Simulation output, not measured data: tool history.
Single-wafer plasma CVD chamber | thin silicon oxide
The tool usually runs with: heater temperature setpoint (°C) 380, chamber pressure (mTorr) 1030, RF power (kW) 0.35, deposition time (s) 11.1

run	day	heater temperature setpoint (°C)	chamber pressure (mTorr)	RF power (kW)	deposition time (s)	wafers since the last listed run	hours since the last thermocouple change	hours since the last RF generator calibration	hours since the last manometer calibration	hours since the showerhead was replaced	hours since the gauge calibration	read-back reference wafer on the same gauge, thickness_nm	mean film thickness on the monitor wafer (Å)
1	0	380	1030	0.35	11.1	0	1521.8	1433.1	1341.3	7420.1	272.4	30.455	284.8
2	1.188	380	1030	0.35	11.1	735	1550.3	1461.6	1369.8	7448.6	300.9	30.454	284.21
3	1.967	380	1030	0.35	11.1	482	1569	1480.3	1388.5	7467.3	319.6	30.391	285.86
4	3.158	380	1030	0.325	11.1	738	1597.6	1508.9	1417.1	7495.9	348.2	30.366	278.88
5	4.65	380	870	0.35	11.1	924	1633.4	1544.7	1452.9	7531.7	384	30.321	248.25
# day 5.05: showerhead replaced
# day 6.55: capacitance manometer re-zeroed and calibrated
# day 8.442: RF generator calibrated
6	8.904	374	1030	0.35	9.5	2016	1735.5	11.1	56.5	92.5	486.1	30.21	243.34
7	10.204	374	1030	0.35	9.5	805	1766.7	42.3	87.7	123.7	517.3	30.166	243.09
8	11.05	380	1030	0.35	10.6	524	1787	62.6	108	144	537.6	30.138	269
# day 11.542: thermocouple changed; heater temperature recalibrated
9	11.921	380	1030	0.35	11.1	333	9.1	83.5	128.9	164.9	558.5	30.123	280.59
10	12.538	380	1030	0.35	11.1	382	23.9	98.3	143.7	179.7	573.3	30.084	283.19
11	13.838	380	1030	0.35	11.1	805	55.1	129.5	174.9	210.9	604.5	30.057	280.25
12	15.246	380	1030	0.35	11.1	872	88.9	163.3	208.7	244.7	638.3	30.021	282.2
13	15.833	380	1030	0.35	12.3	364	103	177.4	222.8	258.8	652.4	29.983	314.64
14	16.721	380	1030	0.35	11.1	550	124.3	198.7	244.1	280.1	673.7	29.96	280.95
15	18.221	380	1030	0.35	11.1	929	160.3	234.7	280.1	316.1	709.7	29.908	279.58
16	18.75	380	1030	0.35	11.1	327	173	247.4	292.8	328.8	722.4	29.921	279.03
17	19.75	380	1030	0.3	10.2	619	197	271.4	316.8	352.8	746.4	29.854	244.04
18	20.358	391	1030	0.37	9.6	377	211.6	286	331.4	367.4	761	29.848	245.04

What will run 19 give?
19	21.104	380	1030	0.35	11.1	462	229.5	303.9	349.3	385.3	778.9	?	?

read-back reference wafer on the same gauge, thickness_nm: 29.85
mean film thickness on the monitor wafer (Å): 277.65
The same run, on a tool lacking any hidden state, would have yielded mean film thickness on the monitor wafer (Å) 287.43.
